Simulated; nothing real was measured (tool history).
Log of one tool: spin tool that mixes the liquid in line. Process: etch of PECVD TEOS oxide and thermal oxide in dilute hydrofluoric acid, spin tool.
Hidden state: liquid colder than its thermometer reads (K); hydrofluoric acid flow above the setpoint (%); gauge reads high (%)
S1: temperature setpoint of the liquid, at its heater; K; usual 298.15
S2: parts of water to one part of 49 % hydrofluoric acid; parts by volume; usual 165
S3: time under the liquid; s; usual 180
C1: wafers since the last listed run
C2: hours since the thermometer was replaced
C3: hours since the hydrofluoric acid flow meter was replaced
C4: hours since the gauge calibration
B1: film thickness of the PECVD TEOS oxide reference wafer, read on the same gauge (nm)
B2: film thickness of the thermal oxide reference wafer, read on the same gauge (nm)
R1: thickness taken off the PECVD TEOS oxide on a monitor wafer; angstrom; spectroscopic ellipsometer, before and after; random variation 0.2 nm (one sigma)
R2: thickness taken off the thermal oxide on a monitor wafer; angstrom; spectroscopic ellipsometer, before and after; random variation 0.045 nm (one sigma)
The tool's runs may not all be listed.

| run | day | S1 | S2 | S3 | C1 | C2 | C3 | C4 | B1 | B2 | R1 | R2 |
|---|---|---|---|---|---|---|---|---|---|---|---|---|
| 1 | 0 | 298.15 | 165 | 150 | 0 | 1682.6 | 1109.6 | 283 | 100.04 | 89.997 | 160.7 | 36.38 |
| 2 | 4.367 | 298.15 | 165 | 150 | 490 | 1787.4 | 1214.4 | 387.8 | 99.97 | 90.008 | 158.9 | 35.68 |
| 3 | 8.808 | 298.15 | 165 | 150 | 499 | 1894 | 1321 | 494.4 | 99.94 | 89.995 | 160.6 | 35.43 |
| 4 | 12.654 | 298.15 | 165 | 180 | 432 | 1986.3 | 1413.3 | 586.7 | 100.02 | 90.009 | 188 | 42.68 |
| 5 | 15.85 | 298.15 | 165 | 180 | 359 | 2063 | 1490 | 663.4 | 99.98 | 89.976 | 189.3 | 43.22 |
| 6 | 17.917 | 298.15 | 165 | 180 | 232 | 2112.6 | 1539.6 | 713 | 100.01 | 89.983 | 187.2 | 42.85 |
| 7 | 20.612 | 298.15 | 140 | 180 | 303 | 2177.3 | 1604.3 | 777.7 | 99.99 | 90.013 | 230.2 | 50.44 |
|  | 20.925 | gauge calibrated |
| 8 | 22.379 | 298.15 | 140 | 180 | 198 | 2219.7 | 1646.7 | 34.9 | 99.97 | 90.018 | 225.3 | 52.31 |
|  | 24.171 | hydrofluoric acid flow meter replaced |
| 9 | 25.946 | 298.15 | 235 | 180 | 396 | 2305.3 | 42.6 | 120.5 | 99.99 | 90.008 | 123.7 | 27.69 |
| 10 | 29.729 | 293.65 | 95 | 140 | 425 | 2396.1 | 133.4 | 211.3 | 100.01 | 90.018 | 225.8 | 51.22 |
| 11 | 32.783 | 298.15 | 95 | 265 | 343 | 2469.4 | 206.7 | 284.6 | 99.98 | 90.001 | 521.2 | 117.03 |
| 12 | 34.458 | 293.65 | 165 | 80 | 188 | 2509.6 | 246.9 | 324.8 | 100.04 | 90.018 | 68.6 | 15.62 |
|  | 37.946 | thermometer replaced |
| 13 | 38.096 | 298.15 | 215 | 180 | 404 | 3.6 | 334.2 | 412.1 | 100.05 | 89.999 | 146.9 | 32.82 |
| 14 | 42.062 | 298.15 | 95 | 265 | 445 | 98.8 | 429.4 | 507.3 | 100.02 | 90.011 | 560.7 | 126.5 |
| 15 | 43.9 | 298.15 | 165 | 180 | 206 | 142.9 | 473.5 | 551.4 | 100.02 | 90.001 | 202.7 | 46.37 |
| 16 | 47.146 | 302.15 | 240 | 255 | 364 | 220.8 | 551.4 | 629.3 | 99.97 | 90.007 | 209.1 | 46.3 |
| 17 | 51.221 | 299.65 | 125 | 130 | 458 | 318.6 | 649.2 | 727.1 | 99.99 | 90.004 | 215.1 | 47.94 |

Forecast each of these 3 alternatives for the next run:
| A | 51.242 | 298.15 | 165 | 180 | 2 | 319.1 | 649.7 | 727.6 | ? | ? | ? | ? |
| B | 51.242 | 298.15 | 240 | 235 | 2 | 319.1 | 649.7 | 727.6 | ? | ? | ? | ? |
| C | 51.242 | 294.15 | 105 | 230 | 2 | 319.1 | 649.7 | 727.6 | ? | ? | ? | ? |

| run | B1 | B2 | R1 | R2 |
|---|---|---|---|---|
| A | 99.99 | 90.007 | 200.9 | 45.56 |
| B | 99.99 | 90.007 | 166.2 | 37.68 |
| C | 99.99 | 90.007 | 369.1 | 83.69 |
Without the tool's hidden state the same runs would have given:
| run | R1 | R2 |
|---|---|---|
| A | 204 | 46.24 |
| B | 168.6 | 38.23 |
| C | 375.2 | 85.06 |
